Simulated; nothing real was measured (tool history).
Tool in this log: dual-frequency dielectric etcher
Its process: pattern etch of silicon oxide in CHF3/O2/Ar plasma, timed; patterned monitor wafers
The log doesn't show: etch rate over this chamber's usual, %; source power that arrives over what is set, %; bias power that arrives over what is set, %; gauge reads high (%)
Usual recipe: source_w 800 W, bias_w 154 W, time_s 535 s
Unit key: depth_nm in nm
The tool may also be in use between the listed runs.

| run | hour | source_w | bias_w | time_s | wafers since the last listed run | hours since the last wet clean | hours since the last source power generator calibration | hours since the last bias power generator calibration | hours since the last upper electrode change | hours since the gauge calibration | read-back reference wafer on the same gauge, depth_nm | depth_nm |
|---|---|---|---|---|---|---|---|---|---|---|---|---|
| 1 | 0 | 800 | 154 | 620 | 0 | 225.7 | 2784.4 | 1590.7 | 3383.2 | 135.2 | 909.8 | 1294.2 |
| 2 | 36 | 800 | 154 | 620 | 137 | 261.7 | 2820.4 | 1626.7 | 3419.2 | 171.2 | 909.2 | 1294.3 |
| 3 | 60.8 | 800 | 154 | 535 | 94 | 286.5 | 2845.2 | 1651.5 | 3444 | 196 | 910 | 1115.9 |
| 4 | 79.4 | 800 | 154 | 535 | 71 | 305.1 | 2863.8 | 1670.1 | 3462.6 | 214.6 | 910.3 | 1111.4 |
| 5 | 104.4 | 800 | 154 | 535 | 95 | 330.1 | 2888.8 | 1695.1 | 3487.6 | 239.6 | 910.5 | 1113.4 |
|  | 111.7 | bias power generator calibrated |
| 6 | 129 | 800 | 154 | 654 | 78 | 354.7 | 2913.4 | 17.3 | 3512.2 | 264.2 | 909.8 | 1363.2 |
|  | 129.7 | gauge calibrated |
| 7 | 143.5 | 800 | 154 | 535 | 55 | 369.2 | 2927.9 | 31.8 | 3526.7 | 13.8 | 910.2 | 1114.4 |
|  | 179.4 | upper electrode replaced |
|  | 183.7 | wet clean of the chamber |
| 8 | 184.2 | 800 | 179 | 432.5 | 47 | 0.5 | 2968.6 | 72.5 | 4.8 | 54.5 | 909.4 | 954.8 |
| 9 | 204.9 | 800 | 154 | 535 | 79 | 21.2 | 2989.3 | 93.2 | 25.5 | 75.2 | 910 | 1122.2 |
|  | 226.7 | source power generator calibrated |
| 10 | 239.6 | 910 | 154 | 535 | 117 | 55.9 | 12.9 | 127.9 | 60.2 | 109.9 | 910.8 | 1177.8 |
| 11 | 272 | 750 | 181 | 442 | 123 | 88.3 | 45.3 | 160.3 | 92.6 | 142.3 | 909.2 | 951.4 |
| 12 | 294.6 | 700 | 154 | 456.5 | 86 | 110.9 | 67.9 | 182.9 | 115.2 | 164.9 | 910.1 | 906.7 |
| 13 | 311.6 | 800 | 154 | 535 | 64 | 127.9 | 84.9 | 199.9 | 132.2 | 181.9 | 909.8 | 1117.8 |
| 14 | 342 | 610 | 139 | 535 | 116 | 158.3 | 115.3 | 230.3 | 162.6 | 212.3 | 910.5 | 975.3 |

Selected run-to-run steps in depth_nm, each split into two signed amounts: the part the tool would show with no hidden state at all (from settings, incoming material and random variation), and the remainder, which goes to the hidden state together with any gauge scatter not common to the measured and the hidden-state-free results:
Run 5 -> 6: time_s 535 -> 654, bias power generator calibrated. depth_nm +249.8 nm: hidden state -3.3, all else +253.1.
Run 7 -> 8: bias_w 154 -> 179, time_s 535 -> 432.5, upper electrode replaced, wet clean of the chamber. depth_nm -159.6 nm: hidden state +11.4, all else -171.
